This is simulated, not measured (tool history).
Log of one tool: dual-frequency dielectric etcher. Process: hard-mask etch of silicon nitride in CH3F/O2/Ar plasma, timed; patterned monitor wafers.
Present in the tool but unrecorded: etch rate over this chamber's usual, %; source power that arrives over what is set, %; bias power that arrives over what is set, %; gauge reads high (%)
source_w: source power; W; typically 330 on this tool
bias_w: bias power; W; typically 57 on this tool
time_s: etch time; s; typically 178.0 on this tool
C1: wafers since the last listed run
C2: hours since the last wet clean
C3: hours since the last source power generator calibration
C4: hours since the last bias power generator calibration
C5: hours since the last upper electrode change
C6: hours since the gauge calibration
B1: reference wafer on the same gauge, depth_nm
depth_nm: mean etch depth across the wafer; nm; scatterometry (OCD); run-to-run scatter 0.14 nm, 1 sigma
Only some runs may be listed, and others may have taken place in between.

Run 1, day 0.000: usual settings; C1 0; C2 293.5; C3 3451.4; C4 1674.4; C5 4468.9; C6 28.2; B1 96.0. Result: depth_nm 94.4 nm.
Run 2, day 0.617: usual settings; C1 66; C2 308.3; C3 3466.2; C4 1689.2; C5 4483.7; C6 43.0; B1 96.0. Result: depth_nm 94.1 nm.
Run 3, day 1.296: usual settings; C1 72; C2 324.6; C3 3482.5; C4 1705.5; C5 4500.0; C6 59.3; B1 96.0. Result: depth_nm 94.1 nm.
Run 4, day 1.846: usual settings; C1 59; C2 337.8; C3 3495.7; C4 1718.7; C5 4513.2; C6 72.5; B1 95.9. Result: depth_nm 93.9 nm.
Run 5, day 2.362: usual settings but time_s 214.0 s; C1 55; C2 350.2; C3 3508.1; C4 1731.1; C5 4525.6; C6 84.9; B1 96.0. Result: depth_nm 113.0 nm.
Run 6, day 2.992: usual settings but time_s 214.0 s; C1 67; C2 365.3; C3 3523.2; C4 1746.2; C5 4540.7; C6 100.0; B1 96.0. Result: depth_nm 112.8 nm.
Run 7, day 3.404: usual settings; C1 44; C2 375.2; C3 3533.1; C4 1756.1; C5 4550.6; C6 109.9; B1 96.0. Result: depth_nm 93.8 nm.
Run 8, day 4.133: usual settings; C1 78; C2 392.7; C3 3550.6; C4 1773.6; C5 4568.1; C6 127.4; B1 96.0. Result: depth_nm 93.8 nm.
Run 9, day 4.817: usual settings; C1 73; C2 409.1; C3 3567.0; C4 1790.0; C5 4584.5; C6 143.8; B1 96.0. Result: depth_nm 93.7 nm.
Run 10, day 5.067: usual settings but source_w 360 W; C1 26; C2 415.1; C3 3573.0; C4 1796.0; C5 4590.5; C6 149.8; B1 96.0. Result: depth_nm 96.9 nm.
Run 11, day 5.462: usual settings but source_w 360 W; C1 42; C2 424.6; C3 3582.5; C4 1805.5; C5 4600.0; C6 159.3; B1 96.0. Result: depth_nm 96.9 nm.
Run 12, day 5.771: usual settings but source_w 360 W; C1 33; C2 432.0; C3 3589.9; C4 1812.9; C5 4607.4; C6 166.7; B1 96.0. Result: depth_nm 96.9 nm.
Run 13, day 6.321: usual settings but time_s 211.5 s; C1 59; C2 445.2; C3 3603.1; C4 1826.1; C5 4620.6; C6 179.9; B1 96.0. Result: depth_nm 111.1 nm.
At day 7.004: gauge calibrated.
At day 7.779: upper electrode replaced.
Run 14, day 7.800: usual settings but source_w 270 W, time_s 157.5 s; C1 51; C2 480.7; C3 3638.6; C4 1861.6; C5 0.5; C6 19.1; B1 96.0. Result: depth_nm 76.3 nm.
Run 15, day 7.812: usual settings but source_w 370 W; C1 1; C2 481.0; C3 3638.9; C4 1861.9; C5 0.8; C6 19.4; B1 96.0. Result: depth_nm 97.8 nm.
Run 16, day 8.012: usual settings but bias_w 62 W, time_s 135.0 s; C1 21; C2 485.8; C3 3643.7; C4 1866.7; C5 5.6; C6 24.2; B1 96.0. Result: depth_nm 72.6 nm.
Run 17, day 8.517: usual settings but time_s 128.5 s; C1 54; C2 497.9; C3 3655.8; C4 1878.8; C5 17.7; C6 36.3; B1 96.0. Result: depth_nm 67.4 nm.
At day 10.117: bias power generator calibrated.
At day 11.121: source power generator calibrated.
At day 11.158: wet clean of the chamber.
Run 18, day 11.179: usual settings but time_s 214.0 s; C1 245; C2 0.5; C3 1.4; C4 25.5; C5 81.6; C6 100.2; B1 96.0. Result: depth_nm 114.6 nm.
Run 19, day 11.196: usual settings but source_w 400 W, bias_w 66 W; C1 1; C2 0.9; C3 1.8; C4 25.9; C5 82.0; C6 100.6; B1 96.0. Result: depth_nm 107.7 nm.
Run 20, day 11.212: usual settings but source_w 250 W, bias_w 65 W; C1 1; C2 1.3; C3 2.2; C4 26.3; C5 82.4; C6 101.0; B1 96.0. Result: depth_nm 89.2 nm.
Run 21, day 11.483: usual settings; C1 29; C2 7.8; C3 8.7; C4 32.8; C5 88.9; C6 107.5; B1 96.0. Result: depth_nm 95.4 nm.
Run 22, day 12.038: usual settings; C1 59; C2 21.1; C3 22.0; C4 46.1; C5 102.2; C6 120.8; B1 96.0. Result: depth_nm 95.4 nm.
Run 23, day 12.296: usual settings but source_w 270 W, bias_w 43 W, time_s 206.0 s; C1 27; C2 27.3; C3 28.2; C4 52.3; C5 108.4; C6 127.0; B1 96.0. Result: depth_nm 93.4 nm.
Run 24, day 13.371: usual settings; C1 115; C2 53.1; C3 54.0; C4 78.1; C5 134.2; C6 152.8; B1 96.1. Result: depth_nm 95.2 nm.
Run 25, day 13.796: usual settings; C1 45; C2 63.3; C3 64.2; C4 88.3; C5 144.4; C6 163.0; B1 96.0. Result: depth_nm 95.0 nm.
Run 26, day 14.500: usual settings but bias_w 50 W, time_s 127.0 s; C1 75; C2 80.2; C3 81.1; C4 105.2; C5 161.3; C6 179.9; B1 96.0. Result: depth_nm 65.1 nm.

Take each entry between the runs: how does the hidden state at the last listed run before it differ from the hidden state at the first listed run after it?
From run 13 to run 14: gauge calibrated (day 7.004); upper electrode replaced (day 7.779)
  etch rate over this chamber's usual, %: -1.82 -> -1.97
  measured minus no-state result, depth_nm: -2.1 -> -1.5 nm
From run 17 to run 18: bias power generator calibrated (day 10.117); source power generator calibrated (day 11.121); wet clean of the chamber (day 11.158)
  etch rate over this chamber's usual, %: -2.04 -> -0.0184
  measured minus no-state result, depth_nm: -1.4 -> +0.0 nm

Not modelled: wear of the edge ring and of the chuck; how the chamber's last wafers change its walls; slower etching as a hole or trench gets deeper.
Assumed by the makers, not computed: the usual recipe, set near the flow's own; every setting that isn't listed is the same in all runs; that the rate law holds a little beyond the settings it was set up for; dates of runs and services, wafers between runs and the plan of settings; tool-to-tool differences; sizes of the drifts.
